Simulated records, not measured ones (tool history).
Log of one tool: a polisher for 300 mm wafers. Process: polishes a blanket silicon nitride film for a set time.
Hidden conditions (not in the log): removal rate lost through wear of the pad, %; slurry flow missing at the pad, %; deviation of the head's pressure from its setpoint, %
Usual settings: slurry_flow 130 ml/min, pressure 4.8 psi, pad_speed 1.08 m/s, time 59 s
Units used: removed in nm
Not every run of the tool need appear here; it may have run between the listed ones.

run	hour	slurry_flow	pressure	pad_speed	time	wafers since the last listed run	wafers polished on this pad	hours since the slurry nozzle was cleaned	hours since the head pressure was calibrated	incoming thickness of the incoming film, nm	removed
1	0	105	4.8	1.08	59	0	487	580.6	456.5	418.9	109
2	26.3	105	4.8	1.08	59	187	675	606.9	482.8	420.3	106.8
3	54.9	105	4.8	1.08	59	204	879	635.5	511.4	424	99.5
# hour 71.3: worn pad replaced by a new one
4	72.2	130	4.8	1.08	59	94	6	652.8	528.7	423.5	120.1
5	106.4	130	4.8	1.08	59	243	250	687	562.9	424.2	120
6	141.7	130	4.8	1.08	59	251	502	722.3	598.2	426.9	113.7
7	166.4	130	4.8	1.08	59	176	678	747	622.9	417.9	112.4
8	183.8	130	6.1	1.08	59	124	802	764.4	640.3	411.7	139.8
# hour 197.7: worn pad replaced by a new one
9	205.9	130	6.1	1.08	59	129	58	786.5	662.4	415.5	149.1
10	240.3	130	4.8	1.08	54	245	304	820.9	696.8	417.3	110.8
11	272.4	130	4.8	1.08	54	228	533	853	728.9	422	107.1
12	284.9	130	4.8	1.08	54	89	622	865.5	741.4	419.4	103.9
13	297.8	130	4.8	1.08	59	92	714	878.4	754.3	416.5	112.8
# hour 316.5: head pressure recalibrated
14	317	130	4.8	1.08	59	122	837	897.6	0.5	418.4	104.1
# hour 324: slurry nozzle cleaned
# hour 327.4: worn pad replaced by a new one
15	341.3	145	5.4	1.28	59	141	98	17.3	24.8	424.4	156.8
16	371.3	130	4.8	0.86	59	214	312	47.3	54.8	420.6	99.5
17	403.8	145	5.7	1.08	59	231	544	79.8	87.3	413	135.4
18	419	130	4.8	1.08	59	108	653	95	102.5	419	109.1
19	437.8	85	5.8	1.42	43	134	787	113.8	121.3	419.3	102.5
# hour 449.2: worn pad replaced by a new one
20	473.2	165	4.2	0.86	59	223	171	149.2	156.7	420.4	91.9
21	496.7	90	4.8	1.08	75	167	339	172.7	180.2	418.2	136.4
22	521.9	130	4.8	0.92	59	179	518	197.9	205.4	417.3	101.5
23	534.9	165	4.8	1.24	48	92	611	210.9	218.4	421.8	105.6
24	568.1	130	4.8	1.08	59	236	848	244.1	251.6	424.6	106.8
# hour 584.2: worn pad replaced by a new one
25	593.3	170	4.8	1.08	40	151	65	269.3	276.8	425.8	85.3
26	613.8	115	6.3	1.08	59	146	211	289.8	297.3	413.9	147.2
27	629.3	130	4.8	1.08	59	110	322	305.3	312.8	421.2	118.8

Pick out some run-to-run changes in removed. Of each, how much would a tool without hidden state show as well, from the settings, what came in and chance, and how much is left for the hidden state and any gauge scatter not in both results compared?
Run 8 -> 9: worn pad replaced by a new one. removed +9.3 nm: hidden state +15.5, all else -6.2.
Run 15 -> 16: slurry_flow 145 -> 130, pressure 5.4 -> 4.8, pad_speed 1.28 -> 0.86. removed -57.3 nm: hidden state -0.6, all else -56.7.
Run 24 -> 25: slurry_flow 130 -> 170, time 59 -> 40, worn pad replaced by a new one. removed -21.5 nm: hidden state +14.7, all else -36.2.
Run 25 -> 26: slurry_flow 170 -> 115, pressure 4.8 -> 6.3, time 40 -> 59. removed +61.9 nm: hidden state -1.5, all else +63.4.
